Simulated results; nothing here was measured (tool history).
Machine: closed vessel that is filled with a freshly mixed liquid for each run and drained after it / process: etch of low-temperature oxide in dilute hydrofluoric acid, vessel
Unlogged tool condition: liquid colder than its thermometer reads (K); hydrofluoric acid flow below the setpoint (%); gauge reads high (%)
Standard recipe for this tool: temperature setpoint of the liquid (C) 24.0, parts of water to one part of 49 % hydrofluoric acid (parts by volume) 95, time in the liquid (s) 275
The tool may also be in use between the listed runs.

run,day,temperature setpoint of the liquid (C),parts of water to one part of 49 % hydrofluoric acid (parts by volume),time in the liquid (s),wafers since the last listed run,hours since the thermometer was replaced,hours since the hydrofluoric acid flow meter was replaced,hours since the gauge calibration,"read-back film thickness of the low-temperature oxide reference wafer, read on the same gauge (nm)",thickness taken off the low-temperature oxide on a monitor wafer (angstrom)
1,0.000,24.0,95,275,0,2266.7,529.8,225.6,150.00,360.1
2,1.183,24.0,95,275,2424,2295.1,558.2,254.0,150.01,352.7
3,3.238,24.0,95,275,4208,2344.4,607.5,303.3,149.98,352.3
4,5.533,24.0,95,275,4704,2399.5,662.6,358.4,150.01,349.2
5,8.262,24.0,95,275,5591,2465.0,728.1,423.9,150.00,354.3
6,9.812,24.0,95,275,3175,2502.2,765.3,461.1,150.00,352.5
7,12.754,24.0,95,275,6027,2572.8,835.9,531.7,150.00,358.3
8,14.612,24.0,95,275,3807,2617.4,880.5,576.3,149.98,355.8
9,16.554,24.0,95,275,3978,2664.0,927.1,622.9,149.99,357.2
10,17.729,24.0,95,205,2407,2692.2,955.3,651.1,149.98,267.4
11,19.246,19.5,125,420,3107,2728.6,991.7,687.5,149.99,332.9
# day 19.650: hydrofluoric acid flow meter replaced
12,21.638,20.0,125,275,4814,2786.0,47.7,744.9,150.00,217.9
13,23.083,21.5,55,275,2962,2820.7,82.4,779.6,149.98,581.2
# day 24.729: thermometer replaced
14,25.050,24.0,95,275,3944,7.7,129.6,826.8,150.00,351.6
# day 26.375: gauge calibrated
15,27.688,24.0,95,275,5404,71.0,192.9,31.5,150.00,352.7
16,29.108,24.0,45,275,2911,105.1,227.0,65.6,150.01,788.8
17,30.496,19.5,125,420,2842,138.4,260.3,98.9,149.98,331.7
18,33.150,28.5,135,365,5438,202.1,324.0,162.6,149.99,377.3

Alternative continuations, all from the tool just after run 18; predict every row:
A,33.179,24.0,95,275,59,202.8,324.7,163.3,?,?
B,33.179,24.0,95,225,59,202.8,324.7,163.3,?,?
C,33.179,24.0,95,390,59,202.8,324.7,163.3,?,?
D,33.179,21.5,60,150,59,202.8,324.7,163.3,?,?

run,"read-back film thickness of the low-temperature oxide reference wafer, read on the same gauge (nm)",thickness taken off the low-temperature oxide on a monitor wafer (angstrom)
A,150.00,357.1
B,150.00,292.2
C,150.00,506.5
D,150.00,290.9
What these runs would have given with no unlogged condition in the tool:
run,thickness taken off the low-temperature oxide on a monitor wafer (angstrom)
A,357.1
B,292.2
C,506.5
D,290.9

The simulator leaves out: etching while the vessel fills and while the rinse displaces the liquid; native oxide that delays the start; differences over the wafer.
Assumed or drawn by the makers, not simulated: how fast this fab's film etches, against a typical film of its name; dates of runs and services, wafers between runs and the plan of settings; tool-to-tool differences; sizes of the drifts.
